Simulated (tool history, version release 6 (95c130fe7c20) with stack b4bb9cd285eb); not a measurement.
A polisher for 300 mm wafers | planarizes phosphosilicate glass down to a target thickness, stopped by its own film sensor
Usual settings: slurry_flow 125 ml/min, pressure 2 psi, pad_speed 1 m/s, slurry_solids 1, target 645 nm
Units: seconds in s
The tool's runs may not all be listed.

run,hour,slurry_flow,pressure,pad_speed,slurry_solids,target,"incoming thickness of the incoming film, nm",seconds
1,0,125,2,1,1,800,1341.6,86.9
# hour 15.3: worn pad replaced by a new one, of another model than before
2,15.8,125,2,1,1,645,1350.2,113
3,48.4,105,2,1,1,645,1327.8,115.5
# hour 57.4: slurry nozzle cleaned
4,83.1,105,2,1,1,645,1361.5,121.3
# hour 87.1: slurry blender recalibrated
5,105.1,105,2,1,1,645,1338.8,115.4
6,168.5,125,2,1,1,645,1342.5,111.9
# hour 183.4: worn pad replaced by a new one
7,193.1,125,2,1,1,645,1332.3,107.9
8,215.5,125,2,1,1,584,1366.4,123.3
9,244,125,2,1,1,645,1350.6,110.6
10,257.8,125,2,1,1,645,1366.8,111.5
11,293.5,165,2,0.72,1,412,1328.9,161.6
12,329.3,125,2,0.78,1,541,1359,146.2
13,346.8,125,2,1,1,645,1358.3,107.3

Forecast run 14:
# hour 361.1: slurry blender recalibrated
# hour 362.3: conditioning disc replaced and pad reconditioned
# hour 362.8: worn pad replaced by a new one
14,374.6,125,1.6,1,1.2,818,1343.3,?

seconds: 83.6 s
Without the tool's hidden state the same run would have given seconds 90.5 s.

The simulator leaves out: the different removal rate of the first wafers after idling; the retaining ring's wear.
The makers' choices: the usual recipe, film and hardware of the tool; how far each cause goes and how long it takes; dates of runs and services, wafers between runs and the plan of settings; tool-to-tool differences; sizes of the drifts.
